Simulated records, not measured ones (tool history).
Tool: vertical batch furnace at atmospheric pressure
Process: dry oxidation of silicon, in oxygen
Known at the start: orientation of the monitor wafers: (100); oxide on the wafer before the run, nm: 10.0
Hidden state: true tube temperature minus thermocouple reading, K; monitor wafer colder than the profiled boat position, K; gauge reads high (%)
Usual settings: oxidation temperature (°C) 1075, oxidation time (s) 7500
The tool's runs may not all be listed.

run,hour,oxidation temperature (°C),oxidation time (s),wafers since the last listed run,hours since the last temperature calibration,hours since the boat lift was adjusted,hours since the gauge calibration,"read-back reference wafer on the same gauge, thickness",oxide thickness on the monitor wafer (nm)
1,0.0,1075,7500,0,990.7,3172.8,270.7,129.28,145.94
2,31.7,1075,7500,350,1022.4,3204.5,302.4,129.35,146.50
3,99.8,1075,8850,753,1090.5,3272.6,370.5,129.24,162.82
4,162.3,1075,8850,691,1153.0,3335.1,433.0,129.06,161.54
5,187.9,1055,7500,283,1178.6,3360.7,458.6,128.88,125.47
6,255.5,1075,5010,747,1246.2,3428.3,526.2,128.95,113.07
7,301.3,1075,5010,506,1292.0,3474.1,572.0,128.94,113.58
# hour 340.9: thermocouples replaced and temperature profile calibrated
8,341.4,1075,7500,178,0.5,3514.2,612.1,128.82,145.72
9,370.8,1075,7500,325,29.9,3543.6,641.5,128.75,146.18
10,433.5,1058,10350,693,92.6,3606.3,704.2,128.71,157.69
11,469.7,1075,11160,400,128.8,3642.5,740.4,128.46,186.23
# hour 526.9: boat lift adjusted
12,527.4,1075,7500,372,186.5,0.5,798.1,128.56,145.20
13,649.3,1055,5160,1348,308.4,122.4,920.0,128.19,98.66
# hour 691.8: gauge calibrated
14,694.1,1065,7500,495,353.2,167.2,2.3,130.08,137.65
15,743.7,1051,5010,548,402.8,216.8,51.9,130.04,95.79
16,810.1,1057,9810,734,469.2,283.2,118.3,130.03,152.02
17,851.6,1094,5730,458,510.7,324.7,159.8,129.93,141.70
18,893.5,1075,7500,463,552.6,366.6,201.7,130.05,147.22

What the log doesn't show, run by run:
true tube temperature minus thermocouple reading, K: 0 in every run
monitor wafer colder than the profiled boat position, K: 0 in every run
H1: gauge reads high (%)
run,H1
1,-0.484
2,-0.522
3,-0.605
4,-0.68
5,-0.711
6,-0.793
7,-0.848
8,-0.897
9,-0.932
10,-1.01
11,-1.05
12,-1.12
13,-1.27
14,0.14
15,0.0801
16,-0.000205
17,-0.0504
18,-0.101
